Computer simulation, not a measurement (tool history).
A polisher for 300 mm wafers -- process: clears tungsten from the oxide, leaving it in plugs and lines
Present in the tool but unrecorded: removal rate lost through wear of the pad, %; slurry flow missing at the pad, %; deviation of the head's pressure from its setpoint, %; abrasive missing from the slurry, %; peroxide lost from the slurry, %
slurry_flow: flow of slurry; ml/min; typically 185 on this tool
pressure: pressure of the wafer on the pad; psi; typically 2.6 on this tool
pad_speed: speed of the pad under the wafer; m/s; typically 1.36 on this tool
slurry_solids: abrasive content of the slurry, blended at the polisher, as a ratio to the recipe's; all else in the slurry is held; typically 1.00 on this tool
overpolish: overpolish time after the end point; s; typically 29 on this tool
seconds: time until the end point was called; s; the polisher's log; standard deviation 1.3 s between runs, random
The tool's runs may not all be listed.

| run | hour | slurry_flow | pressure | pad_speed | slurry_solids | overpolish | wafers since the last listed run | wafers polished on this pad | hours since the slurry nozzle was cleaned | hours since the head pressure was calibrated | hours since the slurry blender was calibrated | hours since the slurry got fresh peroxide | incoming thickness of the incoming film, nm | seconds |
|---|---|---|---|---|---|---|---|---|---|---|---|---|---|---|
| 1 | 0.0 | 185 | 2.6 | 1.36 | 1.00 | 29 | 0 | 5691 | 415.1 | 218.9 | 60.2 | 419.2 | 423.7 | 98.9 |
| 2 | 62.9 | 185 | 2.6 | 1.36 | 1.00 | 29 | 662 | 6354 | 478.0 | 281.8 | 123.1 | 482.1 | 424.0 | 99.6 |
| 3 | 103.9 | 185 | 2.6 | 1.36 | 1.00 | 29 | 432 | 6786 | 519.0 | 322.8 | 164.1 | 523.1 | 432.3 | 99.2 |
|  | 108.5 | worn pad replaced by a new one |
| 4 | 197.6 | 185 | 2.6 | 1.36 | 1.00 | 29 | 945 | 939 | 612.7 | 416.5 | 257.8 | 616.8 | 425.5 | 99.3 |
|  | 229.3 | slurry nozzle cleaned |
|  | 275.7 | slurry tank refilled with fresh slurry and peroxide |
| 5 | 352.3 | 185 | 2.0 | 1.36 | 1.00 | 29 | 1609 | 2548 | 123.0 | 571.2 | 412.5 | 76.6 | 420.4 | 116.1 |
| 6 | 439.6 | 230 | 2.6 | 1.36 | 0.90 | 29 | 920 | 3469 | 210.3 | 658.5 | 499.8 | 163.9 | 433.4 | 100.6 |
| 7 | 510.7 | 185 | 2.6 | 1.36 | 0.80 | 29 | 749 | 4218 | 281.4 | 729.6 | 570.9 | 235.0 | 431.6 | 102.9 |
| 8 | 555.1 | 215 | 2.6 | 1.12 | 1.15 | 22 | 467 | 4686 | 325.8 | 774.0 | 615.3 | 279.4 | 423.9 | 112.6 |
|  | 585.0 | slurry blender recalibrated |
|  | 622.3 | head pressure recalibrated |
| 9 | 624.7 | 185 | 3.1 | 1.36 | 1.00 | 29 | 691 | 5377 | 395.4 | 2.4 | 39.7 | 349.0 | 431.6 | 85.8 |
|  | 664.8 | worn pad replaced by a new one |
| 10 | 676.9 | 185 | 2.0 | 1.14 | 1.00 | 38 | 508 | 127 | 447.6 | 54.6 | 91.9 | 401.2 | 434.9 | 139.4 |
|  | 772.1 | slurry nozzle cleaned |
| 11 | 784.9 | 210 | 2.6 | 1.06 | 0.90 | 45 | 1127 | 1255 | 12.8 | 162.6 | 199.9 | 509.2 | 425.1 | 125.2 |
| 12 | 830.6 | 185 | 2.6 | 1.06 | 1.00 | 44 | 481 | 1737 | 58.5 | 208.3 | 245.6 | 554.9 | 438.3 | 129.5 |
|  | 866.3 | slurry tank refilled with fresh slurry and peroxide |
| 13 | 929.0 | 185 | 2.6 | 1.76 | 1.00 | 29 | 1026 | 2763 | 156.9 | 306.7 | 344.0 | 62.7 | 426.8 | 76.6 |
| 14 | 982.8 | 130 | 2.3 | 1.36 | 0.85 | 40 | 567 | 3330 | 210.7 | 360.5 | 397.8 | 116.5 | 424.6 | 117.9 |
| 15 | 1073.0 | 185 | 2.6 | 1.36 | 1.20 | 13 | 950 | 4281 | 300.9 | 450.7 | 488.0 | 206.7 | 429.3 | 94.7 |
|  | 1127.1 | slurry blender recalibrated |
| 16 | 1135.0 | 185 | 2.6 | 1.36 | 1.00 | 29 | 632 | 4914 | 362.9 | 512.7 | 7.9 | 268.7 | 429.0 | 99.3 |
| 17 | 1209.0 | 185 | 2.6 | 1.36 | 1.00 | 29 | 779 | 5694 | 436.9 | 586.7 | 81.9 | 342.7 | 432.0 | 97.5 |
| 18 | 1261.7 | 245 | 2.6 | 1.36 | 0.80 | 17 | 555 | 6249 | 489.6 | 639.4 | 134.6 | 395.4 | 430.6 | 99.3 |

Expected results for the next run?
|  | 1274.1 | worn pad replaced by a new one |
| 19 | 1299.9 | 215 | 2.6 | 1.02 | 0.90 | 29 | 360 | 271 | 527.8 | 677.6 | 172.8 | 433.6 | 429.9 | ? |

seconds: 129.0 s
On a tool with no hidden condition, and with the same random variation, this run would have come out at seconds 129.0 s.
